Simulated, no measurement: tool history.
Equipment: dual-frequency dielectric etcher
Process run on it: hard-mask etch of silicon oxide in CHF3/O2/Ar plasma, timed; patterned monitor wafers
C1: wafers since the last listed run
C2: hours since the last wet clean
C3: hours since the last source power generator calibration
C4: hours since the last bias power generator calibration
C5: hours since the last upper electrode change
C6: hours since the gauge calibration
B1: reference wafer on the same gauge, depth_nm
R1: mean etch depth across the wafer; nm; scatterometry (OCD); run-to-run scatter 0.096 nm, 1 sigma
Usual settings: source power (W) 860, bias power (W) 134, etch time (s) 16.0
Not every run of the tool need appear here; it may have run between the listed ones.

run 1 hour=0.0 | source_power_(W)=860 bias_power_(W)=151 etch_time_(s)=12.0 | C1=0 C2=377.0 C3=2836.8 C4=1294.4 C5=2625.0 C6=95.5 | B1=34.91 | R1=25.67
run 2 hour=69.2 | source_power_(W)=860 bias_power_(W)=151 etch_time_(s)=12.0 | C1=904 C2=446.2 C3=2906.0 C4=1363.6 C5=2694.2 C6=164.7 | B1=34.89 | R1=25.55
run 3 hour=169.4 | source_power_(W)=860 bias_power_(W)=109 etch_time_(s)=12.0 | C1=1309 C2=546.4 C3=3006.2 C4=1463.8 C5=2794.4 C6=264.9 | B1=34.86 | R1=23.91
-- hour=202.3 wet clean of the chamber
run 4 hour=208.2 | source_power_(W)=860 bias_power_(W)=125 etch_time_(s)=16.0 | C1=193 C2=5.9 C3=3045.0 C4=1502.6 C5=2833.2 C6=303.7 | B1=34.90 | R1=32.29
run 5 hour=284.7 | source_power_(W)=700 bias_power_(W)=134 etch_time_(s)=16.0 | C1=999 C2=82.4 C3=3121.5 C4=1579.1 C5=2909.7 C6=380.2 | B1=34.95 | R1=29.71
run 6 hour=429.8 | source_power_(W)=700 bias_power_(W)=134 etch_time_(s)=16.0 | C1=1895 C2=227.5 C3=3266.6 C4=1724.2 C5=3054.8 C6=525.3 | B1=34.92 | R1=29.88
run 7 hour=531.6 | source_power_(W)=700 bias_power_(W)=134 etch_time_(s)=16.0 | C1=1330 C2=329.3 C3=3368.4 C4=1826.0 C5=3156.6 C6=627.1 | B1=34.90 | R1=29.82
run 8 hour=582.9 | source_power_(W)=860 bias_power_(W)=134 etch_time_(s)=13.0 | C1=670 C2=380.6 C3=3419.7 C4=1877.3 C5=3207.9 C6=678.4 | B1=34.87 | R1=26.95
-- hour=664.9 upper electrode replaced
run 9 hour=666.7 | source_power_(W)=860 bias_power_(W)=134 etch_time_(s)=13.0 | C1=781 C2=464.4 C3=3503.5 C4=1961.1 C5=1.8 C6=762.2 | B1=34.92 | R1=27.15
-- hour=683.8 bias power generator calibrated
-- hour=736.1 wet clean of the chamber
run 10 hour=736.6 | source_power_(W)=970 bias_power_(W)=134 etch_time_(s)=16.0 | C1=547 C2=0.5 C3=3573.4 C4=52.8 C5=71.7 C6=832.1 | B1=34.89 | R1=35.00
run 11 hour=790.7 | source_power_(W)=860 bias_power_(W)=134 etch_time_(s)=16.0 | C1=706 C2=54.6 C3=3627.5 C4=106.9 C5=125.8 C6=886.2 | B1=34.90 | R1=33.17
-- hour=842.3 source power generator calibrated
run 12 hour=873.1 | source_power_(W)=1060 bias_power_(W)=116 etch_time_(s)=20.0 | C1=1024 C2=137.0 C3=30.8 C4=189.3 C5=208.2 C6=968.6 | B1=34.87 | R1=44.49
run 13 hour=914.1 | source_power_(W)=700 bias_power_(W)=134 etch_time_(s)=16.0 | C1=535 C2=178.0 C3=71.8 C4=230.3 C5=249.2 C6=1009.6 | B1=34.88 | R1=29.71
-- hour=944.9 gauge calibrated
run 14 hour=1005.6 | source_power_(W)=860 bias_power_(W)=134 etch_time_(s)=16.0 | C1=1195 C2=269.5 C3=163.3 C4=321.8 C5=340.7 C6=60.7 | B1=34.87 | R1=33.23
run 15 hour=1066.2 | source_power_(W)=960 bias_power_(W)=105 etch_time_(s)=14.0 | C1=791 C2=330.1 C3=223.9 C4=382.4 C5=401.3 C6=121.3 | B1=34.86 | R1=29.04
run 16 hour=1137.2 | source_power_(W)=860 bias_power_(W)=120 etch_time_(s)=14.0 | C1=927 C2=401.1 C3=294.9 C4=453.4 C5=472.3 C6=192.3 | B1=34.93 | R1=28.47
run 17 hour=1181.1 | source_power_(W)=760 bias_power_(W)=144 etch_time_(s)=20.5 | C1=573 C2=445.0 C3=338.8 C4=497.3 C5=516.2 C6=236.2 | B1=34.89 | R1=40.82
-- hour=1215.5 wet clean of the chamber
run 18 hour=1278.6 | source_power_(W)=740 bias_power_(W)=103 etch_time_(s)=14.5 | C1=960 C2=63.1 C3=436.3 C4=594.8 C5=613.7 C6=333.7 | B1=34.88 | R1=25.99
run 19 hour=1327.1 | source_power_(W)=860 bias_power_(W)=134 etch_time_(s)=16.0 | C1=633 C2=111.6 C3=484.8 C4=643.3 C5=662.2 C6=382.2 | B1=34.85 | R1=32.82

What if the next run were any one of these 4? Each begins from the tool's condition after run 19:
run A hour=1327.5 | source_power_(W)=860 bias_power_(W)=134 etch_time_(s)=20.0 | C1=5 C2=112.0 C3=485.2 C4=643.7 C5=662.6 C6=382.6 | B1=? | R1=?
run B hour=1327.5 | source_power_(W)=640 bias_power_(W)=134 etch_time_(s)=16.0 | C1=5 C2=112.0 C3=485.2 C4=643.7 C5=662.6 C6=382.6 | B1=? | R1=?
run C hour=1327.5 | source_power_(W)=1030 bias_power_(W)=155 etch_time_(s)=18.5 | C1=5 C2=112.0 C3=485.2 C4=643.7 C5=662.6 C6=382.6 | B1=? | R1=?
run D hour=1327.5 | source_power_(W)=860 bias_power_(W)=134 etch_time_(s)=14.5 | C1=5 C2=112.0 C3=485.2 C4=643.7 C5=662.6 C6=382.6 | B1=? | R1=?

run=A B1=34.88 R1=41.30
run=B B1=34.88 R1=28.26
run=C B1=34.88 R1=43.22
run=D B1=34.88 R1=29.94
Without the tool's hidden state the same runs would have given:
run=A R1=41.24
run=B R1=28.23
run=C R1=43.17
run=D R1=29.90
